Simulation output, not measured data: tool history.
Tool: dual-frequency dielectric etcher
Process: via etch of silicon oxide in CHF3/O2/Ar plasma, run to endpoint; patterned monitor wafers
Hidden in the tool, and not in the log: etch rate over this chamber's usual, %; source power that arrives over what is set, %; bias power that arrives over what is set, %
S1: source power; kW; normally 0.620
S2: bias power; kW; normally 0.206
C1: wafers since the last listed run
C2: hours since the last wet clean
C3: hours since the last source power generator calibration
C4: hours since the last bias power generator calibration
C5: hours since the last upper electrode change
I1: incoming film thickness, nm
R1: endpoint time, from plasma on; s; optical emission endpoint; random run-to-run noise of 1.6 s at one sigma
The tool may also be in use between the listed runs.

run	day	S1	S2	C1	C2	C3	C4	C5	I1	R1
1	0.000	0.620	0.206	0	331.4	772.9	2177.4	2054.1	780.2	353.6
2	1.712	0.620	0.206	138	372.5	814.0	2218.5	2095.2	773.5	352.3
3	3.808	0.620	0.206	169	422.8	864.3	2268.8	2145.5	769.1	350.4
4	5.988	0.620	0.206	176	475.1	916.6	2321.1	2197.8	768.5	351.0
5	10.204	0.620	0.206	340	576.3	1017.8	2422.3	2299.0	769.5	352.7
# day 13.508: upper electrode replaced
# day 14.075: wet clean of the chamber
6	14.096	0.620	0.206	187	0.5	1111.2	2515.7	14.1	768.3	343.4
7	17.271	0.620	0.206	256	76.7	1187.4	2591.9	90.3	768.8	345.7
# day 19.008: bias power generator calibrated
8	19.050	0.670	0.231	130	119.4	1230.1	1.0	133.0	771.1	329.9
9	21.229	0.620	0.206	176	171.7	1282.4	53.3	185.3	782.6	357.2
10	23.496	0.620	0.206	183	226.1	1336.8	107.7	239.7	770.1	352.0
11	26.212	0.530	0.223	219	291.3	1402.0	172.9	304.9	778.0	380.4
12	37.075	0.770	0.184	877	552.0	1662.7	433.6	565.6	769.1	323.6
13	41.533	0.500	0.238	360	659.0	1769.7	540.6	672.6	778.4	386.3
14	43.167	0.620	0.206	131	698.2	1808.9	579.8	711.8	777.5	355.1
# day 46.317: wet clean of the chamber
15	47.517	0.680	0.229	270	28.8	1913.3	684.2	816.2	772.9	323.5
16	50.975	0.550	0.220	279	111.8	1996.3	767.2	899.2	774.6	364.8
17	53.529	0.620	0.206	206	173.1	2057.6	828.5	960.5	770.9	346.9
18	56.475	0.490	0.177	237	243.8	2128.3	899.2	1031.2	770.0	397.2
# day 58.350: source power generator calibrated
19	59.112	0.690	0.172	199	307.1	18.3	962.5	1094.5	765.8	343.9
20	60.654	0.770	0.157	124	344.1	55.3	999.5	1131.5	766.2	332.7
21	63.071	0.580	0.247	195	402.1	113.3	1057.5	1189.5	775.8	355.0
22	67.229	0.490	0.244	335	501.9	213.1	1157.3	1289.3	771.5	388.2
23	69.496	0.660	0.206	183	556.3	267.5	1211.7	1343.7	778.7	347.9
24	71.642	0.780	0.227	173	607.8	319.0	1263.2	1395.2	781.9	317.6
25	73.321	0.620	0.206	135	648.1	359.3	1303.5	1435.5	772.2	360.1
26	75.279	0.540	0.206	158	695.1	406.3	1350.5	1482.5	777.7	387.0
# day 77.054: wet clean of the chamber
27	78.533	0.570	0.241	182	35.5	484.4	1428.6	1560.6	769.0	352.3
28	80.767	0.510	0.223	180	89.1	538.0	1482.2	1614.2	777.2	380.6
29	85.146	0.620	0.179	353	194.2	643.1	1587.3	1719.3	773.1	357.9
30	92.812	0.730	0.181	619	378.2	827.1	1771.3	1903.3	770.9	331.0
31	97.100	0.680	0.251	346	481.1	930.0	1874.2	2006.2	769.3	325.1
# day 102.242: upper electrode replaced
32	102.262	0.680	0.254	336	605.0	1053.9	1998.1	0.5	772.4	324.8
33	105.088	0.620	0.206	228	672.8	1121.7	2065.9	68.3	774.9	356.0
34	107.688	0.710	0.178	210	735.2	1184.1	2128.3	130.7	773.0	341.9

Branching from run 34: 5 alternative next runs. What would each branch give?
A	107.708	0.620	0.206	1	735.7	1184.6	2128.8	131.2	772.6	?
B	107.708	0.620	0.243	1	735.7	1184.6	2128.8	131.2	772.6	?
C	107.708	0.550	0.255	1	735.7	1184.6	2128.8	131.2	772.6	?
D	107.708	0.520	0.221	1	735.7	1184.6	2128.8	131.2	772.6	?
E	107.708	0.540	0.160	1	735.7	1184.6	2128.8	131.2	772.6	?

run	R1
A	357.6
B	346.3
C	363.4
D	384.8
E	400.0
Take away the tool's hidden state, keep each run's random variation, and the runs would have read:
run	R1
A	350.8
B	339.6
C	356.4
D	377.3
E	392.4

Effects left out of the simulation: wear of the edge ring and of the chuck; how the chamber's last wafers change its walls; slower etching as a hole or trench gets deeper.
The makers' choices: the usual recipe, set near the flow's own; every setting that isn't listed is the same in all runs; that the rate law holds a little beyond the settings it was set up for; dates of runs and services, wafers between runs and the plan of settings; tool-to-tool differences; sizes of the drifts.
